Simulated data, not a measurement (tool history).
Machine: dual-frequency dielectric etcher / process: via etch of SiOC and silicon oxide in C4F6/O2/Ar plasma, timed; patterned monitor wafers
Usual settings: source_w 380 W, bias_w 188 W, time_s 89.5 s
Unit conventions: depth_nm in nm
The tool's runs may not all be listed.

run,day,source_w,bias_w,time_s,wafers since the last listed run,hours since the last wet clean,hours since the last source power generator calibration,hours since the last bias power generator calibration,hours since the last upper electrode change,hours since the gauge calibration,"read-back reference wafer on the same gauge, depth_nm",depth_nm
1,0.000,380,188,89.5,0,382.1,2473.2,1724.1,4848.9,57.1,110.7,92.5
2,0.483,380,188,89.5,154,393.7,2484.8,1735.7,4860.5,68.7,110.7,92.4
3,1.079,380,188,89.5,190,408.0,2499.1,1750.0,4874.8,83.0,110.7,92.7
4,1.575,380,188,89.5,158,419.9,2511.0,1761.9,4886.7,94.9,110.7,92.6
5,2.246,380,188,89.5,213,436.0,2527.1,1778.0,4902.8,111.0,110.7,92.2
6,2.858,380,188,89.5,195,450.7,2541.8,1792.7,4917.5,125.7,110.7,92.5
7,3.167,430,188,89.5,98,458.1,2549.2,1800.1,4924.9,133.1,110.7,95.4
8,3.692,380,188,89.5,167,470.7,2561.8,1812.7,4937.5,145.7,110.7,92.1
9,4.067,380,188,89.5,119,479.7,2570.8,1821.7,4946.5,154.7,110.7,92.2
10,4.650,380,188,89.5,186,493.7,2584.8,1835.7,4960.5,168.7,110.7,92.4
11,4.933,380,188,89.5,90,500.5,2591.6,1842.5,4967.3,175.5,110.7,92.3
12,5.300,380,188,99.0,116,509.3,2600.4,1851.3,4976.1,184.3,110.7,102.1
13,5.912,330,218,114.0,195,524.0,2615.1,1866.0,4990.8,199.0,110.7,117.7
14,6.429,470,213,73.0,164,536.4,2627.5,1878.4,5003.2,211.4,110.7,81.7
# day 6.850: bias power generator calibrated
# day 7.775: wet clean of the chamber
# day 7.879: source power generator calibrated
# day 7.908: gauge calibrated
# day 8.896: upper electrode replaced
15,8.917,380,232,102.0,92,27.4,24.9,49.6,0.5,24.2,110.7,113.8
16,8.929,380,188,89.5,3,27.7,25.2,49.9,0.8,24.5,110.6,94.6
17,8.942,380,175,67.5,3,28.0,25.5,50.2,1.1,24.8,110.7,69.9
18,8.958,290,215,64.0,5,28.4,25.9,50.6,1.5,25.2,110.7,65.6
19,9.275,380,188,89.5,100,36.0,33.5,58.2,9.1,32.8,110.7,94.3
20,9.833,380,188,89.5,178,49.4,46.9,71.6,22.5,46.2,110.7,94.3
21,10.558,380,215,104.5,231,66.8,64.3,89.0,39.9,63.6,110.7,114.1
22,11.242,380,188,89.5,217,83.2,80.7,105.4,56.3,80.0,110.7,94.2
23,11.733,380,188,79.0,156,95.0,92.5,117.2,68.1,91.8,110.7,83.0
24,12.196,380,188,89.5,147,106.1,103.6,128.3,79.2,102.9,110.7,94.1
25,12.871,340,147,77.0,215,122.3,119.8,144.5,95.4,119.1,110.7,74.3
26,13.562,380,188,89.5,220,138.9,136.4,161.1,112.0,135.7,110.7,94.1
27,14.129,440,146,100.5,180,152.5,150.0,174.7,125.6,149.3,110.7,103.1
28,14.562,450,202,62.5,138,162.9,160.4,185.1,136.0,159.7,110.7,69.8
29,14.992,440,188,72.5,136,173.2,170.7,195.4,146.3,170.0,110.6,78.8
30,15.617,380,188,89.5,199,188.2,185.7,210.4,161.3,185.0,110.7,93.8

The tool's hidden state at each run:
source power that arrives over what is set, %: 0 on each run
bias power that arrives over what is set, %: 0 on each run
gauge reads high (%): 0 on each run
H1: etch rate over this chamber's usual, %
run,H1
1,-1.62
2,-1.67
3,-1.73
4,-1.78
5,-1.85
6,-1.91
7,-1.94
8,-2
9,-2.04
10,-2.1
11,-2.13
12,-2.16
13,-2.23
14,-2.28
15,0.273
16,0.272
17,0.271
18,0.269
19,0.237
20,0.179
21,0.105
22,0.0343
23,-0.0163
24,-0.0639
25,-0.133
26,-0.204
27,-0.263
28,-0.307
29,-0.351
30,-0.416

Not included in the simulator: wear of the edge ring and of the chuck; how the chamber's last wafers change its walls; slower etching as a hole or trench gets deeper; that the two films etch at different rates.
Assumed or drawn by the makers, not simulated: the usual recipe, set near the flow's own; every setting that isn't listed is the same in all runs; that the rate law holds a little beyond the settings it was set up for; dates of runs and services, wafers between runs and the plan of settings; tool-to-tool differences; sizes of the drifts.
